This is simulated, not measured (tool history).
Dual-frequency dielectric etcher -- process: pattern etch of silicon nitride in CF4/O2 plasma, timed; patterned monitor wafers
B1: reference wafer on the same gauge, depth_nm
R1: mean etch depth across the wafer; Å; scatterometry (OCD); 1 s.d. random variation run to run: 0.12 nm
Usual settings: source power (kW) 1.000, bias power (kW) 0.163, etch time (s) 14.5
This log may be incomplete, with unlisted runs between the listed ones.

run 1 hour=0.0 | source_power_(kW)=1.000 bias_power_(kW)=0.163 etch_time_(s)=14.5 | B1=45.3 | R1=539
run 2 hour=69.3 | source_power_(kW)=1.000 bias_power_(kW)=0.163 etch_time_(s)=14.5 | B1=45.3 | R1=539
-- hour=101.6 wet clean of the chamber
run 3 hour=135.9 | source_power_(kW)=1.000 bias_power_(kW)=0.163 etch_time_(s)=14.5 | B1=45.3 | R1=538
run 4 hour=248.4 | source_power_(kW)=1.000 bias_power_(kW)=0.163 etch_time_(s)=14.5 | B1=45.3 | R1=537
run 5 hour=318.3 | source_power_(kW)=1.150 bias_power_(kW)=0.137 etch_time_(s)=14.5 | B1=45.3 | R1=562
-- hour=381.0 source power generator calibrated
run 6 hour=381.5 | source_power_(kW)=1.000 bias_power_(kW)=0.163 etch_time_(s)=14.5 | B1=45.3 | R1=538
run 7 hour=437.8 | source_power_(kW)=1.000 bias_power_(kW)=0.163 etch_time_(s)=14.5 | B1=45.3 | R1=538
run 8 hour=487.3 | source_power_(kW)=1.000 bias_power_(kW)=0.151 etch_time_(s)=14.5 | B1=45.3 | R1=519
-- hour=532.9 wet clean of the chamber
run 9 hour=538.4 | source_power_(kW)=1.000 bias_power_(kW)=0.163 etch_time_(s)=14.5 | B1=45.3 | R1=539
-- hour=586.9 upper electrode replaced
run 10 hour=587.4 | source_power_(kW)=1.000 bias_power_(kW)=0.163 etch_time_(s)=16.0 | B1=45.3 | R1=595
-- hour=600.1 bias power generator calibrated
run 11 hour=630.8 | source_power_(kW)=1.210 bias_power_(kW)=0.163 etch_time_(s)=10.0 | B1=45.3 | R1=440
-- hour=645.5 gauge calibrated
run 12 hour=675.6 | source_power_(kW)=1.200 bias_power_(kW)=0.198 etch_time_(s)=16.5 | B1=45.3 | R1=788
run 13 hour=721.9 | source_power_(kW)=1.230 bias_power_(kW)=0.163 etch_time_(s)=11.0 | B1=45.3 | R1=492
run 14 hour=771.9 | source_power_(kW)=1.150 bias_power_(kW)=0.137 etch_time_(s)=14.5 | B1=45.3 | R1=562

Run 15 comes next. What will it give?
run 15 hour=826.9 | source_power_(kW)=1.000 bias_power_(kW)=0.130 etch_time_(s)=18.0 | B1=? | R1=?

Run 15 produced B1 45.3, R1 601 Å.
On a tool with no hidden condition, and with the same random variation, this run would have come out at R1 601 Å.

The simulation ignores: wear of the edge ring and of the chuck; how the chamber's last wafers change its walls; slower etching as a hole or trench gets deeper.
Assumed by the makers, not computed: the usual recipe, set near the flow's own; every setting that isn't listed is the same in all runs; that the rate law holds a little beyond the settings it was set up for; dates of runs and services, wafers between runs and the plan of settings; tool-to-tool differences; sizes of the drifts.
